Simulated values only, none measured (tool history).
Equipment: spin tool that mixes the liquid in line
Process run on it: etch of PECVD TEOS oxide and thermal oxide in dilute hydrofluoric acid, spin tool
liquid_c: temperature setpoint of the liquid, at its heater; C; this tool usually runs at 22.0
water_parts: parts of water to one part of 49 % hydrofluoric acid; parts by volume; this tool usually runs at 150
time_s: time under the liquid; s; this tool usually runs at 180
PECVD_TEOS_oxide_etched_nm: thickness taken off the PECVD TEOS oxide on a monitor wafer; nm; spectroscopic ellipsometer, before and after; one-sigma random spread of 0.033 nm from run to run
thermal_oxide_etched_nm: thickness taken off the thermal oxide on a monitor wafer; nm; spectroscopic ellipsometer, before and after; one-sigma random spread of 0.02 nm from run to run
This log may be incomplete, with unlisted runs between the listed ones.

| run | day | liquid_c | water_parts | time_s | wafers since the last listed run | hours since the thermometer was replaced | hours since the hydrofluoric acid flow meter was replaced | hours since the gauge calibration | read-back film thickness of the PECVD TEOS oxide reference wafer, read on the same gauge (nm) | read-back film thickness of the thermal oxide reference wafer, read on the same gauge (nm) | PECVD_TEOS_oxide_etched_nm | thermal_oxide_etched_nm |
|---|---|---|---|---|---|---|---|---|---|---|---|---|
| 1 | 0.000 | 25.0 | 150 | 180 | 0 | 898.8 | 1112.0 | 474.2 | 40.01 | 120.00 | 9.25 | 5.46 |
| 2 | 0.342 | 22.0 | 150 | 115 | 58 | 907.0 | 1120.2 | 482.4 | 39.98 | 120.02 | 5.25 | 3.13 |
| 3 | 1.029 | 22.0 | 115 | 95 | 118 | 923.5 | 1136.7 | 498.9 | 40.01 | 119.99 | 5.89 | 3.51 |
| 4 | 1.508 | 18.0 | 150 | 180 | 82 | 935.0 | 1148.2 | 510.4 | 39.96 | 120.01 | 6.97 | 4.18 |
| 5 | 1.804 | 18.0 | 150 | 180 | 50 | 942.1 | 1155.3 | 517.5 | 39.98 | 120.03 | 7.00 | 4.20 |
| 6 | 2.488 | 17.5 | 225 | 180 | 117 | 958.5 | 1171.7 | 533.9 | 40.01 | 119.99 | 4.23 | 2.52 |
| 7 | 2.825 | 24.0 | 150 | 180 | 58 | 966.6 | 1179.8 | 542.0 | 39.98 | 119.99 | 8.81 | 5.27 |
|  | 3.262 | hydrofluoric acid flow meter replaced |
| 8 | 3.408 | 22.0 | 150 | 180 | 93 | 980.6 | 3.5 | 556.0 | 39.94 | 119.99 | 8.87 | 5.33 |
|  | 3.825 | gauge calibrated |
|  | 3.983 | thermometer replaced |
| 9 | 4.158 | 22.0 | 125 | 180 | 121 | 4.2 | 21.5 | 8.0 | 39.99 | 120.00 | 10.43 | 6.21 |
| 10 | 5.842 | 17.0 | 225 | 85 | 289 | 44.6 | 61.9 | 48.4 | 39.96 | 120.00 | 2.02 | 1.20 |
| 11 | 6.488 | 22.0 | 100 | 245 | 111 | 60.1 | 77.4 | 63.9 | 40.01 | 120.04 | 18.23 | 10.94 |
| 12 | 7.104 | 22.0 | 105 | 75 | 106 | 74.9 | 92.2 | 78.7 | 40.00 | 119.99 | 5.30 | 3.15 |
| 13 | 7.696 | 22.0 | 150 | 180 | 101 | 89.1 | 106.4 | 92.9 | 40.00 | 120.02 | 8.39 | 5.03 |
| 14 | 8.171 | 22.0 | 150 | 180 | 81 | 100.5 | 117.8 | 104.3 | 40.05 | 120.02 | 8.42 | 5.00 |
| 15 | 8.796 | 17.5 | 180 | 180 | 107 | 115.5 | 132.8 | 119.3 | 39.99 | 120.00 | 5.68 | 3.43 |
| 16 | 9.183 | 22.0 | 150 | 180 | 66 | 124.8 | 142.1 | 128.6 | 40.02 | 120.00 | 8.37 | 5.03 |
| 17 | 9.517 | 26.5 | 110 | 180 | 57 | 132.8 | 150.1 | 136.6 | 39.99 | 120.01 | 14.37 | 8.53 |
| 18 | 10.121 | 22.0 | 150 | 180 | 103 | 147.3 | 164.6 | 151.1 | 39.99 | 120.00 | 8.38 | 5.03 |
| 19 | 10.838 | 22.0 | 220 | 115 | 123 | 164.5 | 181.8 | 168.3 | 40.01 | 120.00 | 3.43 | 2.04 |
| 20 | 11.250 | 22.0 | 150 | 180 | 70 | 174.4 | 191.7 | 178.2 | 40.00 | 120.02 | 8.42 | 5.03 |
| 21 | 11.888 | 22.0 | 80 | 180 | 109 | 189.7 | 207.0 | 193.5 | 40.04 | 120.01 | 17.10 | 10.17 |
| 22 | 12.612 | 22.0 | 150 | 255 | 124 | 207.1 | 224.4 | 210.9 | 40.02 | 120.00 | 11.93 | 7.13 |
| 23 | 12.946 | 22.0 | 150 | 180 | 57 | 215.1 | 232.4 | 218.9 | 39.99 | 119.99 | 8.41 | 4.98 |
| 24 | 13.242 | 22.0 | 150 | 180 | 50 | 222.2 | 239.5 | 226.0 | 40.02 | 120.01 | 8.42 | 5.02 |
| 25 | 13.775 | 27.0 | 150 | 130 | 91 | 235.0 | 252.3 | 238.8 | 40.01 | 119.99 | 7.35 | 4.37 |
| 26 | 14.188 | 27.0 | 180 | 145 | 70 | 244.9 | 262.2 | 248.7 | 40.04 | 120.02 | 6.55 | 3.94 |
| 27 | 14.700 | 22.0 | 200 | 210 | 88 | 257.2 | 274.5 | 261.0 | 40.06 | 120.00 | 6.97 | 4.17 |

Give the tool's hidden conditions for every run:
gauge reads high (%): 0 in every run
H1: liquid hotter than its thermometer reads (K)
H2: hydrofluoric acid flow below the setpoint (%)
| run | H1 | H2 |
|---|---|---|
| 1 | 1.26 | 6.45 |
| 2 | 1.27 | 6.49 |
| 3 | 1.28 | 6.58 |
| 4 | 1.3 | 6.65 |
| 5 | 1.31 | 6.69 |
| 6 | 1.32 | 6.78 |
| 7 | 1.33 | 6.82 |
| 8 | 1.35 | 0.101 |
| 9 | 0.0233 | 0.202 |
| 10 | 0.0697 | 0.427 |
| 11 | 0.0874 | 0.513 |
| 12 | 0.104 | 0.595 |
| 13 | 0.121 | 0.675 |
| 14 | 0.134 | 0.738 |
| 15 | 0.151 | 0.822 |
| 16 | 0.162 | 0.873 |
| 17 | 0.171 | 0.918 |
| 18 | 0.187 | 0.999 |
| 19 | 0.207 | 1.09 |
| 20 | 0.219 | 1.15 |
| 21 | 0.236 | 1.23 |
| 22 | 0.256 | 1.33 |
| 23 | 0.265 | 1.38 |
| 24 | 0.273 | 1.42 |
| 25 | 0.288 | 1.49 |
| 26 | 0.299 | 1.54 |
| 27 | 0.313 | 1.61 |
